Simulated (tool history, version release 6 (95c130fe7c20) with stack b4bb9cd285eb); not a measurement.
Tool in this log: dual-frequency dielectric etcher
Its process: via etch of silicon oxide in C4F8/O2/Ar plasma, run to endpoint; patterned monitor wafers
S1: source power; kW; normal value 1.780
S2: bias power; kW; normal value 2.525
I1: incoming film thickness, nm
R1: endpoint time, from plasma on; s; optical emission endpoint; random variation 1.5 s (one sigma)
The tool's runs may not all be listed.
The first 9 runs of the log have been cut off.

run,hour,S1,S2,I1,R1
10,169.3,1.780,2.525,1056.3,209.5
11,189.1,1.780,2.525,1052.9,212.0
12,215.0,1.530,2.525,1056.3,228.5
13,241.5,2.010,3.048,1041.5,186.1
# hour 252.8: bias power generator calibrated
14,254.5,1.780,2.525,1057.2,214.4
15,287.1,2.210,3.144,1044.1,178.2
16,317.1,1.630,2.760,1064.1,217.4
# hour 430.1: wet clean of the chamber
17,430.6,2.000,2.161,1064.9,214.2
18,431.0,1.780,2.296,1043.2,217.0
19,458.4,1.780,2.525,1053.6,208.1
20,482.8,1.780,2.525,1040.8,208.7
21,501.4,1.400,1.964,1050.1,261.6
22,514.5,1.780,2.525,1058.1,212.8
23,534.5,2.090,2.203,1056.4,209.1
24,550.1,1.780,2.525,1063.4,216.7
25,584.4,1.950,2.125,1057.5,217.8
26,608.5,1.620,2.176,1061.1,237.3
27,636.0,1.780,2.525,1055.9,214.3
28,663.9,1.500,2.723,1052.9,230.3
29,691.8,1.780,2.525,1057.0,216.3
30,724.9,1.460,2.525,1060.9,240.9
31,737.3,1.540,2.080,1045.9,248.3
32,750.2,1.780,2.525,1053.6,216.1
33,772.5,1.780,2.098,1059.0,232.6
# hour 803.9: wet clean of the chamber
34,804.4,1.780,2.525,1065.6,209.5

Below are 5 alternative next runs, each starting from the tool's condition after run 34. Predict each:
A,804.9,2.210,2.525,1055.2,?
B,804.9,1.540,2.684,1055.2,?
C,804.9,1.980,2.236,1055.2,?
D,804.9,1.380,3.075,1055.2,?
E,804.9,2.090,2.827,1055.2,?

run,R1
A,186.3
B,216.3
C,204.1
D,217.6
E,184.0
What these runs would have given with no unlogged condition in the tool:
run,R1
A,185.6
B,215.5
C,203.3
D,216.8
E,183.3
